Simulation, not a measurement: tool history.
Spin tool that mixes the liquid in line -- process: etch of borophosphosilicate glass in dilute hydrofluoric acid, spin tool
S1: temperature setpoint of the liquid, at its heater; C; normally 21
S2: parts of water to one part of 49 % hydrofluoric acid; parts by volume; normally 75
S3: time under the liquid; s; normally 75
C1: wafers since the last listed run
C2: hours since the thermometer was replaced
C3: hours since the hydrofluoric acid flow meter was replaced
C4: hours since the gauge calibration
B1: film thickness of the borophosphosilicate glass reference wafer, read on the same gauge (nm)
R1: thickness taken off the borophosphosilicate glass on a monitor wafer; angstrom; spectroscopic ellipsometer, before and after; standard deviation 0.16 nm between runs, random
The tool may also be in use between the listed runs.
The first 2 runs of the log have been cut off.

{"run": 3, "hour": 100.5, "S1": 21, "S2": 75, "S3": 75, "C1": 565, "C2": 1566.1, "C3": 511.1, "C4": 1338.8, "B1": 50, "R1": 409.3}
{"run": 4, "hour": 133.5, "S1": 21, "S2": 75, "S3": 75, "C1": 315, "C2": 1599.1, "C3": 544.1, "C4": 1371.8, "B1": 50, "R1": 410.6}
{"run": 5, "hour": 158.4, "S1": 21, "S2": 75, "S3": 75, "C1": 237, "C2": 1624, "C3": 569, "C4": 1396.7, "B1": 50.02, "R1": 407.8}
{"run": 6, "hour": 191.9, "S1": 21, "S2": 75, "S3": 75, "C1": 320, "C2": 1657.5, "C3": 602.5, "C4": 1430.2, "B1": 50, "R1": 410.9}
{"run": 7, "hour": 222.5, "S1": 21, "S2": 75, "S3": 55, "C1": 292, "C2": 1688.1, "C3": 633.1, "C4": 1460.8, "B1": 50.02, "R1": 300.8}
{"run": 8, "hour": 252.9, "S1": 25, "S2": 75, "S3": 75, "C1": 290, "C2": 1718.5, "C3": 663.5, "C4": 1491.2, "B1": 50.01, "R1": 486}
{"hour": 304.1, "done": "hydrofluoric acid flow meter replaced"}
{"run": 9, "hour": 305.3, "S1": 25, "S2": 75, "S3": 75, "C1": 491, "C2": 1770.9, "C3": 1.2, "C4": 1543.6, "B1": 50.01, "R1": 474.7}
{"run": 10, "hour": 329.4, "S1": 25, "S2": 75, "S3": 75, "C1": 230, "C2": 1795, "C3": 25.3, "C4": 1567.7, "B1": 49.97, "R1": 472.6}
{"run": 11, "hour": 377.4, "S1": 22.5, "S2": 75, "S3": 60, "C1": 458, "C2": 1843, "C3": 73.3, "C4": 1615.7, "B1": 49.99, "R1": 342.4}
{"run": 12, "hour": 403.3, "S1": 22.5, "S2": 75, "S3": 60, "C1": 247, "C2": 1868.9, "C3": 99.2, "C4": 1641.6, "B1": 50.01, "R1": 342.6}
{"run": 13, "hour": 609.8, "S1": 21, "S2": 75, "S3": 75, "C1": 1973, "C2": 2075.4, "C3": 305.7, "C4": 1848.1, "B1": 49.99, "R1": 405.1}
{"run": 14, "hour": 642.4, "S1": 26, "S2": 100, "S3": 75, "C1": 311, "C2": 2108, "C3": 338.3, "C4": 1880.7, "B1": 50.02, "R1": 359.8}
{"run": 15, "hour": 683.1, "S1": 17, "S2": 75, "S3": 75, "C1": 388, "C2": 2148.7, "C3": 379, "C4": 1921.4, "B1": 50.01, "R1": 338.9}
{"run": 16, "hour": 736.9, "S1": 24.5, "S2": 115, "S3": 50, "C1": 514, "C2": 2202.5, "C3": 432.8, "C4": 1975.2, "B1": 49.99, "R1": 193.8}
{"hour": 798.0, "done": "gauge calibrated"}
{"run": 17, "hour": 804.6, "S1": 22.5, "S2": 105, "S3": 110, "C1": 646, "C2": 2270.2, "C3": 500.5, "C4": 6.6, "B1": 49.99, "R1": 434.6}
{"run": 18, "hour": 870.5, "S1": 19.5, "S2": 75, "S3": 75, "C1": 629, "C2": 2336.1, "C3": 566.4, "C4": 72.5, "B1": 50, "R1": 381.1}
{"hour": 918.2, "done": "thermometer replaced"}
{"run": 19, "hour": 932.6, "S1": 21, "S2": 45, "S3": 75, "C1": 583, "C2": 14.4, "C3": 628.5, "C4": 134.6, "B1": 50, "R1": 731.8}
{"hour": 973.6, "done": "hydrofluoric acid flow meter replaced"}
{"run": 20, "hour": 980.7, "S1": 21, "S2": 75, "S3": 75, "C1": 450, "C2": 62.5, "C3": 7.1, "C4": 182.7, "B1": 50.01, "R1": 415.7}
{"run": 21, "hour": 1016.1, "S1": 21, "S2": 75, "S3": 105, "C1": 338, "C2": 97.9, "C3": 42.5, "C4": 218.1, "B1": 50, "R1": 580.3}

For run 22, what comes out?
{"run": 22, "hour": 1041.9, "S1": 21, "S2": 75, "S3": 75, "C1": 246, "C2": 123.7, "C3": 68.3, "C4": 243.9, "B1": "?", "R1": "?"}

Run 22 gave B1 50.01, R1 412.7 angstrom.
Had the tool carried no hidden state, the very same run would have given R1 414.9 angstrom.
